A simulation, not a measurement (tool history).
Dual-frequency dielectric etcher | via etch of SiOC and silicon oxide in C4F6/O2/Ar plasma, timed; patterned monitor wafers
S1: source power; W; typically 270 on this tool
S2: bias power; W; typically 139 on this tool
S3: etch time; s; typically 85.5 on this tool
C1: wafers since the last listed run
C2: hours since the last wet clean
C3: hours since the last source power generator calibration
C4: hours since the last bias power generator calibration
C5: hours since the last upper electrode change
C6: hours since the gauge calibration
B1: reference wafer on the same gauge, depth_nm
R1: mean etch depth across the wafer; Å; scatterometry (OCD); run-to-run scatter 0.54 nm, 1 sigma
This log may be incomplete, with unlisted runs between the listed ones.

run	day	S1	S2	S3	C1	C2	C3	C4	C5	C6	B1	R1
1	0.000	270	139	85.5	0	562.1	2330.3	2939.4	3870.9	660.0	68.9	821
2	1.588	270	139	85.5	398	600.2	2368.4	2977.5	3909.0	698.1	69.0	828
# day 3.533: wet clean of the chamber
3	3.554	270	139	104.0	242	0.5	2415.6	3024.7	3956.2	745.3	69.0	1034
4	5.825	270	139	104.0	570	55.0	2470.1	3079.2	4010.7	799.8	69.0	1021
5	7.771	270	139	104.0	488	101.7	2516.8	3125.9	4057.4	846.5	68.9	1026
6	11.108	270	139	85.5	838	181.8	2596.9	3206.0	4137.5	926.6	69.1	851
7	13.642	270	139	85.5	636	242.6	2657.7	3266.8	4198.3	987.4	69.0	858
8	15.575	230	128	85.5	485	289.0	2704.1	3313.2	4244.7	1033.8	69.0	787
9	19.138	270	139	85.5	894	374.5	2789.6	3398.7	4330.2	1119.3	69.0	846
10	23.300	270	139	85.5	1045	474.4	2889.5	3498.6	4430.1	1219.2	69.0	857
# day 27.846: wet clean of the chamber, repeated, since the last time left the tool worse
11	27.867	270	139	85.5	895	0.5	2999.1	3608.2	4539.7	1328.8	69.0	808
12	30.512	270	139	107.5	664	64.0	3062.6	3671.7	4603.2	1392.3	69.1	1015
13	32.308	290	158	68.0	451	107.1	3105.7	3714.8	4646.3	1435.4	69.0	688
14	34.692	310	139	85.5	598	164.3	3162.9	3772.0	4703.5	1492.6	69.0	839
# day 35.858: bias power generator calibrated
15	37.262	210	161	85.5	603	226.0	3224.6	33.7	4765.2	1554.3	69.0	794
16	39.738	230	128	85.5	621	285.4	3284.0	93.1	4824.6	1613.7	69.0	746
# day 41.875: source power generator calibrated
17	43.529	310	124	85.5	910	376.4	39.7	184.1	4915.6	1704.7	69.0	808
# day 45.938: gauge calibrated
# day 54.062: wet clean of the chamber
18	55.817	220	130	85.5	2834	42.1	334.6	479.0	5210.5	237.1	69.0	736
19	57.892	210	139	73.0	521	91.9	384.4	528.8	5260.3	286.9	69.0	633
20	61.729	270	120	94.5	963	184.0	476.5	620.9	5352.4	379.0	68.9	846
21	65.338	240	119	100.0	906	270.6	563.1	707.5	5439.0	465.6	69.1	850
# day 70.129: upper electrode replaced
22	70.150	270	154	85.5	957	386.1	678.6	823.0	0.5	581.1	69.1	855
23	71.925	210	116	102.0	445	428.7	721.2	865.6	43.1	623.7	69.0	834
24	74.879	270	171	85.5	741	499.6	792.1	936.5	114.0	694.6	69.0	891
# day 77.412: wet clean of the chamber
25	77.433	270	157	85.5	390	0.5	853.4	997.8	175.3	755.9	68.9	854
26	78.192	270	139	85.5	190	18.7	871.6	1016.0	193.5	774.1	69.0	812
27	82.308	270	139	85.5	1033	117.5	970.4	1114.8	292.3	872.9	69.0	817
28	84.858	270	139	106.5	640	178.7	1031.6	1176.0	353.5	934.1	69.1	1016
29	90.800	310	139	79.0	1492	321.3	1174.2	1318.6	496.1	1076.7	69.0	788
30	94.854	220	139	85.5	1018	418.6	1271.5	1415.9	593.4	1174.0	68.9	780

Had the tool no unlogged condition, and each run kept its random variation, what would the results have been?
Hidden state at play: etch rate over this chamber's usual, %; source power that arrives over what is set, %; bias power that arrives over what is set, %; gauge reads high (%).
run	R1
1	802
2	809
3	987
4	972
5	976
6	807
7	812
8	743
9	797
10	804
11	810
12	1015
13	686
14	835
15	789
16	740
17	798
18	735
19	630
20	840
21	842
22	842
23	820
24	874
25	851
26	809
27	811
28	1006
29	777
30	766
